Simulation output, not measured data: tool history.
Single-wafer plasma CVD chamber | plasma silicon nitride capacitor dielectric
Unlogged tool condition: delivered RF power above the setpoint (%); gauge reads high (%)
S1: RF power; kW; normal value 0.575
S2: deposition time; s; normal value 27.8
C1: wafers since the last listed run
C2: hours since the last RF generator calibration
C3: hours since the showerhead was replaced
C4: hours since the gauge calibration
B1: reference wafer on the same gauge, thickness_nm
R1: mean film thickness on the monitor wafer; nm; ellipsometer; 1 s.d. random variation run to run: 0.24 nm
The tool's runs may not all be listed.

| run | hour | S1 | S2 | C1 | C2 | C3 | C4 | B1 | R1 |
|---|---|---|---|---|---|---|---|---|---|
| 1 | 0.0 | 0.575 | 27.8 | 0 | 379.6 | 1627.0 | 303.5 | 44.999 | 40.395 |
| 2 | 38.0 | 0.575 | 30.6 | 869 | 417.6 | 1665.0 | 341.5 | 45.181 | 44.813 |
| 3 | 68.7 | 0.575 | 30.6 | 702 | 448.3 | 1695.7 | 372.2 | 45.098 | 44.401 |
| 4 | 123.5 | 0.575 | 27.8 | 1254 | 503.1 | 1750.5 | 427.0 | 44.943 | 40.792 |
| 5 | 166.1 | 0.575 | 27.8 | 975 | 545.7 | 1793.1 | 469.6 | 45.079 | 40.686 |
| 6 | 215.2 | 0.575 | 27.8 | 1123 | 594.8 | 1842.2 | 518.7 | 45.011 | 40.747 |
| 7 | 286.3 | 0.645 | 24.6 | 1627 | 665.9 | 1913.3 | 589.8 | 45.140 | 37.356 |
| 8 | 324.9 | 0.645 | 24.6 | 883 | 704.5 | 1951.9 | 628.4 | 45.074 | 37.225 |
| 9 | 383.0 | 0.575 | 25.5 | 1329 | 762.6 | 2010.0 | 686.5 | 45.202 | 37.277 |
| 10 | 410.4 | 0.575 | 25.5 | 627 | 790.0 | 2037.4 | 713.9 | 45.083 | 37.106 |
| 11 | 452.5 | 0.575 | 25.5 | 963 | 832.1 | 2079.5 | 756.0 | 45.162 | 37.153 |
| 12 | 510.4 | 0.575 | 27.8 | 1325 | 890.0 | 2137.4 | 813.9 | 45.070 | 40.214 |
| 13 | 542.9 | 0.635 | 25.1 | 743 | 922.5 | 2169.9 | 846.4 | 45.282 | 37.821 |
| 14 | 603.8 | 0.575 | 27.8 | 1394 | 983.4 | 2230.8 | 907.3 | 45.035 | 40.101 |
| 15 | 649.0 | 0.575 | 27.8 | 1034 | 1028.6 | 2276.0 | 952.5 | 45.057 | 40.075 |
| 16 | 705.7 | 0.575 | 27.8 | 1297 | 1085.3 | 2332.7 | 1009.2 | 45.197 | 40.218 |
| 17 | 747.3 | 0.550 | 27.8 | 952 | 1126.9 | 2374.3 | 1050.8 | 44.972 | 39.468 |
| 18 | 779.5 | 0.645 | 30.6 | 737 | 1159.1 | 2406.5 | 1083.0 | 45.085 | 46.253 |
|  | 784.7 | gauge calibrated |
| 19 | 818.5 | 0.500 | 26.2 | 892 | 1198.1 | 2445.5 | 33.8 | 45.056 | 36.157 |
| 20 | 866.3 | 0.575 | 27.8 | 1094 | 1245.9 | 2493.3 | 81.6 | 45.176 | 40.136 |
| 21 | 926.5 | 0.575 | 27.8 | 1378 | 1306.1 | 2553.5 | 141.8 | 45.195 | 39.909 |
| 22 | 967.5 | 0.670 | 31.0 | 938 | 1347.1 | 2594.5 | 182.8 | 45.145 | 46.993 |
| 23 | 1000.2 | 0.575 | 27.8 | 748 | 1379.8 | 2627.2 | 215.5 | 45.041 | 39.960 |
| 24 | 1045.3 | 0.625 | 25.9 | 1032 | 1424.9 | 2672.3 | 260.6 | 44.908 | 38.403 |
| 25 | 1093.5 | 0.655 | 31.9 | 1103 | 1473.1 | 2720.5 | 308.8 | 45.100 | 47.412 |
|  | 1128.2 | showerhead replaced |
|  | 1147.2 | RF generator calibrated |
| 26 | 1161.2 | 0.500 | 32.7 | 1183 | 14.0 | 33.0 | 376.5 | 45.158 | 45.844 |
| 27 | 1189.4 | 0.540 | 30.5 | 645 | 42.2 | 61.2 | 404.7 | 45.075 | 44.052 |
| 28 | 1235.1 | 0.665 | 25.5 | 1046 | 87.9 | 106.9 | 450.4 | 45.083 | 39.623 |
| 29 | 1279.1 | 0.575 | 27.8 | 1007 | 131.9 | 150.9 | 494.4 | 45.056 | 40.502 |
| 30 | 1307.0 | 0.575 | 22.8 | 638 | 159.8 | 178.8 | 522.3 | 45.129 | 33.103 |
| 31 | 1337.2 | 0.575 | 27.8 | 691 | 190.0 | 209.0 | 552.5 | 45.162 | 41.009 |
| 32 | 1381.0 | 0.675 | 24.5 | 1002 | 233.8 | 252.8 | 596.3 | 45.179 | 37.707 |
| 33 | 1434.2 | 0.575 | 27.8 | 1217 | 287.0 | 306.0 | 649.5 | 45.081 | 41.014 |
| 34 | 1459.7 | 0.575 | 24.4 | 583 | 312.5 | 331.5 | 675.0 | 45.084 | 35.504 |
| 35 | 1503.5 | 0.575 | 27.8 | 1002 | 356.3 | 375.3 | 718.8 | 45.120 | 40.792 |
| 36 | 1564.6 | 0.575 | 27.8 | 1398 | 417.4 | 436.4 | 779.9 | 45.083 | 40.484 |
| 37 | 1634.5 | 0.675 | 25.3 | 1600 | 487.3 | 506.3 | 849.8 | 44.984 | 39.131 |
| 38 | 1684.0 | 0.500 | 29.8 | 1133 | 536.8 | 555.8 | 899.3 | 45.121 | 41.176 |
| 39 | 1733.8 | 0.630 | 27.8 | 1139 | 586.6 | 605.6 | 949.1 | 45.081 | 41.612 |
| 40 | 1803.7 | 0.610 | 25.8 | 1600 | 656.5 | 675.5 | 1019.0 | 45.170 | 38.347 |
| 41 | 1829.1 | 0.670 | 24.5 | 581 | 681.9 | 700.9 | 1044.4 | 45.094 | 37.738 |
| 42 | 1898.5 | 0.485 | 31.8 | 1588 | 751.3 | 770.3 | 1113.8 | 45.230 | 43.705 |
| 43 | 1974.4 | 0.575 | 27.8 | 1737 | 827.2 | 846.2 | 1189.7 | 45.123 | 40.073 |

Pick out some run-to-run changes in R1. Of each, how much would a tool without hidden state show as well, from the settings, what came in and chance, and how much is left for the hidden state and any gauge scatter not in both results compared?
Run 18 -> 19: S1 0.645 -> 0.500, S2 30.6 -> 26.2, gauge calibrated. R1 -10.096 nm: hidden state +0.143, all else -10.239.
Run 21 -> 22: S1 0.575 -> 0.670, S2 27.8 -> 31.0. R1 +7.084 nm: hidden state -0.205, all else +7.289.
Run 24 -> 25: S1 0.625 -> 0.655, S2 25.9 -> 31.9. R1 +9.009 nm: hidden state -0.293, all else +9.302.
Run 25 -> 26: S1 0.655 -> 0.500, S2 31.9 -> 32.7, showerhead replaced, RF generator calibrated. R1 -1.568 nm: hidden state +1.071, all else -2.639.
Run 30 -> 31: S2 22.8 -> 27.8. R1 +7.906 nm: hidden state -0.035, all else +7.941.
